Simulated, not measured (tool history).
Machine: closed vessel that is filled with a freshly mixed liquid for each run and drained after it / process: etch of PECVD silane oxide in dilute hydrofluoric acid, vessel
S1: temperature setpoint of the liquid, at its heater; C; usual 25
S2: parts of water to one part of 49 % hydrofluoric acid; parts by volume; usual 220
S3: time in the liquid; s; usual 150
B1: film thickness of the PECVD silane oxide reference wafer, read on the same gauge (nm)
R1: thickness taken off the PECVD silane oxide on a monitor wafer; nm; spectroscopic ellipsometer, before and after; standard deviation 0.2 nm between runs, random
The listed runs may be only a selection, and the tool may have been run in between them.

{"run": 1, "day": 0.0, "S1": 25, "S2": 220, "S3": 190, "B1": 49.98, "R1": 28.4}
{"run": 2, "day": 2.4, "S1": 25, "S2": 220, "S3": 190, "B1": 49.99, "R1": 28.11}
{"run": 3, "day": 4.329, "S1": 25, "S2": 220, "S3": 150, "B1": 50.01, "R1": 22.19}
{"run": 4, "day": 5.808, "S1": 25, "S2": 220, "S3": 150, "B1": 50.01, "R1": 22.54}
{"run": 5, "day": 7.771, "S1": 25, "S2": 220, "S3": 150, "B1": 50, "R1": 22.14}
{"run": 6, "day": 10.712, "S1": 25, "S2": 220, "S3": 200, "B1": 49.98, "R1": 29.44}
{"run": 7, "day": 12.554, "S1": 23, "S2": 220, "S3": 150, "B1": 50.01, "R1": 21.18}
{"run": 8, "day": 14.5, "S1": 23, "S2": 220, "S3": 150, "B1": 49.98, "R1": 21.19}
{"run": 9, "day": 16.792, "S1": 25, "S2": 220, "S3": 150, "B1": 50.02, "R1": 22.78}
{"run": 10, "day": 19.562, "S1": 25, "S2": 220, "S3": 150, "B1": 50.02, "R1": 22.59}
{"run": 11, "day": 24.029, "S1": 25, "S2": 220, "S3": 150, "B1": 49.99, "R1": 23.18}
{"day": 24.05, "done": "gauge calibrated"}
{"run": 12, "day": 26.071, "S1": 25, "S2": 220, "S3": 150, "B1": 50, "R1": 22.71}
{"run": 13, "day": 28.267, "S1": 25, "S2": 220, "S3": 150, "B1": 50.01, "R1": 23.14}
{"run": 14, "day": 30.996, "S1": 25, "S2": 220, "S3": 150, "B1": 49.97, "R1": 23.14}
{"run": 15, "day": 33.133, "S1": 25, "S2": 220, "S3": 150, "B1": 50.01, "R1": 23.31}
{"run": 16, "day": 38.208, "S1": 25, "S2": 220, "S3": 150, "B1": 50.01, "R1": 23.78}
{"day": 40.038, "done": "hydrofluoric acid flow meter replaced"}
{"run": 17, "day": 41.004, "S1": 25, "S2": 220, "S3": 150, "B1": 50.01, "R1": 20.27}
{"day": 42.033, "done": "thermometer replaced"}
{"run": 18, "day": 42.083, "S1": 21.5, "S2": 310, "S3": 120, "B1": 50, "R1": 9.36}
{"run": 19, "day": 43.562, "S1": 25, "S2": 220, "S3": 115, "B1": 50.01, "R1": 15.67}
{"run": 20, "day": 45.842, "S1": 20.5, "S2": 220, "S3": 150, "B1": 50, "R1": 17.16}
{"run": 21, "day": 47.954, "S1": 23, "S2": 220, "S3": 190, "B1": 49.99, "R1": 24.29}
{"run": 22, "day": 50.012, "S1": 25, "S2": 220, "S3": 150, "B1": 49.99, "R1": 20.36}
{"run": 23, "day": 51.204, "S1": 25, "S2": 220, "S3": 110, "B1": 50, "R1": 15.22}
{"run": 24, "day": 52.404, "S1": 25, "S2": 285, "S3": 185, "B1": 49.98, "R1": 18.6}
{"run": 25, "day": 54.75, "S1": 25, "S2": 220, "S3": 220, "B1": 50.01, "R1": 30.61}
{"run": 26, "day": 57.746, "S1": 28.5, "S2": 155, "S3": 150, "B1": 49.99, "R1": 36.01}
{"run": 27, "day": 60.017, "S1": 25, "S2": 190, "S3": 110, "B1": 50.02, "R1": 18.44}
{"run": 28, "day": 61.571, "S1": 21.5, "S2": 310, "S3": 120, "B1": 50, "R1": 9.83}
{"run": 29, "day": 63.483, "S1": 25, "S2": 220, "S3": 150, "B1": 50.01, "R1": 21.15}
{"run": 30, "day": 66.129, "S1": 25, "S2": 220, "S3": 150, "B1": 50.03, "R1": 21.22}
{"day": 66.267, "done": "gauge calibrated"}
{"run": 31, "day": 68.517, "S1": 27, "S2": 220, "S3": 150, "B1": 49.99, "R1": 23.21}
{"run": 32, "day": 70.496, "S1": 25, "S2": 175, "S3": 150, "B1": 49.99, "R1": 28.19}
{"run": 33, "day": 71.658, "S1": 21, "S2": 295, "S3": 190, "B1": 50.02, "R1": 16.47}
{"run": 34, "day": 74.012, "S1": 23, "S2": 220, "S3": 150, "B1": 49.99, "R1": 19.46}

3 options for the next run, each taken on its own from the tool as it stands now. Forecast them:
{"run": "A", "day": 74.042, "S1": 25, "S2": 220, "S3": 150, "B1": "?", "R1": "?"}
{"run": "B", "day": 74.042, "S1": 25, "S2": 255, "S3": 150, "B1": "?", "R1": "?"}
{"run": "C", "day": 74.042, "S1": 25, "S2": 260, "S3": 100, "B1": "?", "R1": "?"}

run=A B1=50.01 R1=21.37
run=B B1=50.01 R1=17.79
run=C B1=50.01 R1=11.58
Without the tool's unlogged condition, the same runs would have read:
run=A R1=20.19
run=B R1=16.78
run=C R1=10.92
